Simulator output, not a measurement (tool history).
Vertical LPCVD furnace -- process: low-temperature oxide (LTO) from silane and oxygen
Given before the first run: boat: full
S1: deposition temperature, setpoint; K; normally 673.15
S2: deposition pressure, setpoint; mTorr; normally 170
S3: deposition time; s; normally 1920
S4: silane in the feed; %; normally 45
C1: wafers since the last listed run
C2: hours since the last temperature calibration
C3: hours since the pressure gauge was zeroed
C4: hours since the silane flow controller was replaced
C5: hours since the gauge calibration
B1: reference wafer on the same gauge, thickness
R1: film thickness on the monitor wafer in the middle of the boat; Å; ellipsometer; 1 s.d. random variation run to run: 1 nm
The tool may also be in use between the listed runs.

run 1 hour=0.0 | S1=673.15 S2=170 S3=1920 S4=43 | C1=0 C2=2688.3 C3=2122.7 C4=1885.7 C5=1431.9 | B1=298.74 | R1=2515.0
run 2 hour=103.3 | S1=673.15 S2=170 S3=1920 S4=43 | C1=1941 C2=2791.6 C3=2226.0 C4=1989.0 C5=1535.2 | B1=298.89 | R1=2533.8
run 3 hour=188.2 | S1=673.15 S2=170 S3=1920 S4=43 | C1=1596 C2=2876.5 C3=2310.9 C4=2073.9 C5=1620.1 | B1=299.06 | R1=2525.5
run 4 hour=292.2 | S1=673.15 S2=170 S3=1920 S4=45 | C1=1955 C2=2980.5 C3=2414.9 C4=2177.9 C5=1724.1 | B1=299.07 | R1=2659.5
run 5 hour=340.4 | S1=673.15 S2=170 S3=1920 S4=45 | C1=906 C2=3028.7 C3=2463.1 C4=2226.1 C5=1772.3 | B1=298.79 | R1=2649.0
run 6 hour=438.2 | S1=673.15 S2=170 S3=1920 S4=45 | C1=1838 C2=3126.5 C3=2560.9 C4=2323.9 C5=1870.1 | B1=299.00 | R1=2655.3
run 7 hour=490.1 | S1=673.15 S2=170 S3=1920 S4=45 | C1=975 C2=3178.4 C3=2612.8 C4=2375.8 C5=1922.0 | B1=298.90 | R1=2650.5
-- hour=588.9 gauge calibrated
run 8 hour=594.4 | S1=673.15 S2=170 S3=1920 S4=45 | C1=1960 C2=3282.7 C3=2717.1 C4=2480.1 C5=5.5 | B1=298.94 | R1=2657.2
run 9 hour=667.9 | S1=673.15 S2=170 S3=1920 S4=45 | C1=1381 C2=3356.2 C3=2790.6 C4=2553.6 C5=79.0 | B1=298.76 | R1=2662.6
-- hour=730.6 silane flow controller replaced
run 10 hour=775.6 | S1=673.15 S2=185 S3=1920 S4=45 | C1=1573 C2=3463.9 C3=2898.3 C4=45.0 C5=186.7 | B1=299.14 | R1=2887.7
run 11 hour=860.4 | S1=673.15 S2=185 S3=1920 S4=45 | C1=1594 C2=3548.7 C3=2983.1 C4=129.8 C5=271.5 | B1=299.57 | R1=2893.5
run 12 hour=963.9 | S1=673.15 S2=160 S3=1920 S4=45 | C1=1945 C2=3652.2 C3=3086.6 C4=233.3 C5=375.0 | B1=299.39 | R1=2502.5
run 13 hour=1064.5 | S1=673.15 S2=170 S3=1530 S4=45 | C1=1891 C2=3752.8 C3=3187.2 C4=333.9 C5=475.6 | B1=299.01 | R1=2122.8
run 14 hour=1163.8 | S1=673.15 S2=170 S3=1530 S4=45 | C1=1866 C2=3852.1 C3=3286.5 C4=433.2 C5=574.9 | B1=299.34 | R1=2110.0
run 15 hour=1237.3 | S1=665.15 S2=155 S3=1920 S4=48 | C1=1381 C2=3925.6 C3=3360.0 C4=506.7 C5=648.4 | B1=298.49 | R1=2383.8
-- hour=1310.6 thermocouples replaced and temperature profile calibrated
run 16 hour=1332.8 | S1=673.15 S2=170 S3=1920 S4=43 | C1=1344 C2=22.2 C3=3455.5 C4=602.2 C5=743.9 | B1=298.81 | R1=2460.8
run 17 hour=1396.9 | S1=673.15 S2=170 S3=1920 S4=45 | C1=1205 C2=86.3 C3=3519.6 C4=666.3 C5=808.0 | B1=298.45 | R1=2609.8
run 18 hour=1443.2 | S1=673.15 S2=170 S3=1920 S4=45 | C1=870 C2=132.6 C3=3565.9 C4=712.6 C5=854.3 | B1=299.19 | R1=2604.4
run 19 hour=1486.1 | S1=665.15 S2=170 S3=1920 S4=45 | C1=806 C2=175.5 C3=3608.8 C4=755.5 C5=897.2 | B1=299.09 | R1=2378.5
run 20 hour=1579.2 | S1=680.15 S2=170 S3=1920 S4=42 | C1=1750 C2=268.6 C3=3701.9 C4=848.6 C5=990.3 | B1=298.71 | R1=2607.1
run 21 hour=1621.6 | S1=673.15 S2=170 S3=1440 S4=45 | C1=797 C2=311.0 C3=3744.3 C4=891.0 C5=1032.7 | B1=298.72 | R1=1963.4
run 22 hour=1693.3 | S1=673.15 S2=170 S3=2370 S4=45 | C1=1347 C2=382.7 C3=3816.0 C4=962.7 C5=1104.4 | B1=298.95 | R1=3230.1
run 23 hour=1768.7 | S1=673.15 S2=170 S3=1920 S4=45 | C1=1417 C2=458.1 C3=3891.4 C4=1038.1 C5=1179.8 | B1=299.36 | R1=2620.8
run 24 hour=1826.3 | S1=673.15 S2=170 S3=1920 S4=45 | C1=1082 C2=515.7 C3=3949.0 C4=1095.7 C5=1237.4 | B1=299.25 | R1=2624.7
-- hour=1862.0 pressure gauge zeroed
run 25 hour=1931.7 | S1=673.15 S2=200 S3=1920 S4=50 | C1=1530 C2=621.1 C3=69.7 C4=1201.1 C5=1342.8 | B1=298.72 | R1=3403.1
run 26 hour=2240.0 | S1=662.15 S2=170 S3=1920 S4=45 | C1=5795 C2=929.4 C3=378.0 C4=1509.4 C5=1651.1 | B1=299.21 | R1=2322.7
run 27 hour=2305.0 | S1=679.15 S2=200 S3=2370 S4=37 | C1=1221 C2=994.4 C3=443.0 C4=1574.4 C5=1716.1 | B1=299.41 | R1=3282.2
run 28 hour=2366.5 | S1=673.15 S2=170 S3=2610 S4=45 | C1=1156 C2=1055.9 C3=504.5 C4=1635.9 C5=1777.6 | B1=298.78 | R1=3568.8
run 29 hour=2437.8 | S1=673.15 S2=130 S3=2580 S4=50 | C1=1340 C2=1127.2 C3=575.8 C4=1707.2 C5=1848.9 | B1=299.24 | R1=3008.2
run 30 hour=2497.1 | S1=665.15 S2=170 S3=1560 S4=45 | C1=1114 C2=1186.5 C3=635.1 C4=1766.5 C5=1908.2 | B1=298.93 | R1=1970.0
run 31 hour=2598.9 | S1=673.15 S2=170 S3=2490 S4=50 | C1=1913 C2=1288.3 C3=736.9 C4=1868.3 C5=2010.0 | B1=299.77 | R1=3770.6

Each row is a separate what-if for the run after 31, all from the same tool condition, not one after another. Results?
run A hour=2602.5 | S1=673.15 S2=170 S3=1920 S4=39 | C1=67 C2=1291.9 C3=740.5 C4=1871.9 C5=2013.6 | B1=? | R1=?
run B hour=2602.5 | S1=673.15 S2=170 S3=2430 S4=45 | C1=67 C2=1291.9 C3=740.5 C4=1871.9 C5=2013.6 | B1=? | R1=?
run C hour=2602.5 | S1=673.15 S2=170 S3=1920 S4=42 | C1=67 C2=1291.9 C3=740.5 C4=1871.9 C5=2013.6 | B1=? | R1=?
run D hour=2602.5 | S1=681.15 S2=170 S3=1560 S4=45 | C1=67 C2=1291.9 C3=740.5 C4=1871.9 C5=2013.6 | B1=? | R1=?

run=A B1=298.82 R1=2251.5
run=B B1=298.82 R1=3344.8
run=C B1=298.82 R1=2455.0
run=D B1=298.82 R1=2332.7
With the hidden condition removed and each run's random variation left untouched, the same runs would have given:
run=A R1=2200.7
run=B R1=3272.9
run=C R1=2400.9
run=D R1=2284.0

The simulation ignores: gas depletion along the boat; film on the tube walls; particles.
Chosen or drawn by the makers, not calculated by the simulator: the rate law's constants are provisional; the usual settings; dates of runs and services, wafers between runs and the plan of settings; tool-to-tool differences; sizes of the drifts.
